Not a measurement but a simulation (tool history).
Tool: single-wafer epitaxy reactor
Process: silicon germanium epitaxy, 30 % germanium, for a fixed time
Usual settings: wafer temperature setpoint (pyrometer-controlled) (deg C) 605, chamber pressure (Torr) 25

run,day,wafer temperature setpoint (pyrometer-controlled) (deg C),chamber pressure (Torr),wafers since the last listed run,hours since the last pyrometer calibration,hours since the last manometer calibration,hours since the showerhead was replaced,hours since the gauge calibration,"read-back reference wafer on the same gauge, thickness_nm",mean film thickness on the monitor wafer (nm)
1,0,611,25,0,2398.6,1122.1,5235.9,242.4,63.398,74.255
2,0.5,611,25,199,2410.6,1134.1,5247.9,254.4,63.419,74.312
3,1.029,611,25,210,2423.3,1146.8,5260.6,267.1,63.401,74.328
4,1.833,605,25,320,2442.6,1166.1,5279.9,286.4,63.394,67.687
5,2.85,597,22.6,405,2467,1190.5,5304.3,310.8,63.416,56.585
6,3.467,597,22.6,245,2481.8,1205.3,5319.1,325.6,63.357,56.573
7,4.521,605,25,420,2507.1,1230.6,5344.4,350.9,63.385,67.371
8,5.883,605,25,542,2539.8,1263.3,5377.1,383.6,63.409,67.421
9,7.271,605,25,552,2573.1,1296.6,5410.4,416.9,63.415,67.415
10,7.9,605,25,250,2588.2,1311.7,5425.5,432,63.346,67.399
11,8.521,605,25,247,2603.1,1326.6,5440.4,446.9,63.339,67.666
12,9.492,605,25,386,2626.4,1349.9,5463.7,470.2,63.448,67.434
13,10.05,605,25,222,2639.8,1363.3,5477.1,483.6,63.441,67.642
14,11.271,605,25,486,2669.1,1392.6,5506.4,512.9,63.429,67.415
15,12.088,605,21.8,325,2688.7,1412.2,5526,532.5,63.342,63.11
16,12.988,605,21.8,358,2710.3,1433.8,5547.6,554.1,63.389,63.212
17,13.638,617,18.8,259,2725.9,1449.4,5563.2,569.7,63.387,70.885
18,14.229,598,25,235,2740.1,1463.6,5577.4,583.9,63.43,60.106
19,15.454,605,30.4,488,2769.5,1493,5606.8,613.3,63.374,74.095
# day 15.871: gauge calibrated
# day 16.442: pyrometer calibrated
# day 16.621: capacitance manometer re-zeroed and calibrated
20,16.642,597,30.1,269,4.8,0.5,5635.3,18.5,63.377,68.919
21,17.517,611,22.6,348,25.8,21.5,5656.3,39.5,63.442,75.328
22,18.096,596,21.6,230,39.7,35.4,5670.2,53.4,63.426,57.989
23,18.796,605,25,278,56.5,52.2,5687,70.2,63.398,71.84
24,20.029,605,22.6,491,86.1,81.8,5716.6,99.8,63.319,68.277
25,21.354,605,25,528,117.9,113.6,5748.4,131.6,63.415,71.312
# day 22.208: showerhead replaced
26,22.412,605,21.3,288,143.3,139,4.9,157,63.417,66.18
27,23.262,600,26.6,338,163.7,159.4,25.3,177.4,63.458,67.857
28,24.904,605,25,654,203.1,198.8,64.7,216.8,63.38,71.693
29,26.254,598,25,538,235.5,231.2,97.1,249.2,63.368,63.799
30,30.125,605,25,1542,328.4,324.1,190,342.1,63.445,71.048
31,31.275,605,25,458,356,351.7,217.6,369.7,63.404,70.797
32,31.788,594,31,204,368.3,364,229.9,382,63.381,65.324

Had the tool no unlogged condition, and each run kept its random variation, what would the results have been?
The tool's hidden condition here consists of: wafer temperature above the value expected at the setpoint (K); true pressure above the setpoint (%); gauge reads high (%).
run,mean film thickness on the monitor wafer (nm)
1,78.402
2,78.467
3,78.488
4,71.529
5,59.857
6,59.848
7,71.215
8,71.278
9,71.281
10,71.268
11,71.555
12,71.315
13,71.539
14,71.306
15,66.757
16,66.871
17,74.892
18,63.642
19,78.399
20,68.26
21,74.71
22,57.543
23,71.358
24,67.921
25,71.052
26,66.018
27,67.755
28,71.714
29,63.91
30,71.441
31,71.264
32,65.796
